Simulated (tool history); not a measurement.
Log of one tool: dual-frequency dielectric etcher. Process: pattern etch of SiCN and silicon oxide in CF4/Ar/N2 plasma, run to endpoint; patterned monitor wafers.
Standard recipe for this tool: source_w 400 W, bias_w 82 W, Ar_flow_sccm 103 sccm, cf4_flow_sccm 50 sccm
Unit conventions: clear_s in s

run,hour,source_w,bias_w,Ar_flow_sccm,cf4_flow_sccm,"incoming incoming film thickness, nm",clear_s
1,0,400,82,103,55,17.56,23.4
2,18.9,460,82,112,50,17.57,21.3
3,50.9,460,82,112,50,17.68,21.3
4,81.8,360,89,103,50,17.62,25.3
5,103,360,89,103,50,17.48,24.7
6,128.3,400,82,103,50,17.63,23.4
# hour 166: wet clean of the chamber
# hour 169.5: Ar flow controller replaced
# hour 173.4: source power generator calibrated
# hour 173.7: upper electrode replaced
7,174.2,400,82,103,50,17.42,24.6
8,174.5,400,82,103,50,17.57,24.2
9,182.4,400,82,120,50,17.68,25.5
10,211.4,400,82,120,50,17.76,25.3
# hour 222.7: bias power generator calibrated
# hour 224.4: CF4 flow controller replaced
11,237.2,400,82,103,50,17.57,24.6
12,251.5,400,82,103,50,17.48,24.2
13,283.6,400,93,103,50,17.54,23.2
14,300,400,82,94,38,17.61,25
15,326,330,95,103,57,17.51,26.4
16,352.2,400,82,103,50,17.72,24.3
17,369.5,400,82,127,62,17.49,24.3
18,382.6,320,76,118,50,17.56,30.8
19,406.5,430,100,116,56,17.61,21.5
20,451.2,370,90,112,50,17.64,25.3

Run-by-run hidden state of the tool:
source power that arrives over what is set, %: 0 on each run
bias power that arrives over what is set, %: 0 on each run
Ar flow that arrives over what is set, %: 0 on each run
CF4 flow that arrives over what is set, %: 0 on each run
H1: etch rate over this chamber's usual, %
run,H1
1,4.39
2,4.58
3,4.91
4,5.22
5,5.44
6,5.69
7,0.369
8,0.372
9,0.452
10,0.746
11,1.01
12,1.15
13,1.48
14,1.64
15,1.91
16,2.17
17,2.35
18,2.48
19,2.72
20,3.18

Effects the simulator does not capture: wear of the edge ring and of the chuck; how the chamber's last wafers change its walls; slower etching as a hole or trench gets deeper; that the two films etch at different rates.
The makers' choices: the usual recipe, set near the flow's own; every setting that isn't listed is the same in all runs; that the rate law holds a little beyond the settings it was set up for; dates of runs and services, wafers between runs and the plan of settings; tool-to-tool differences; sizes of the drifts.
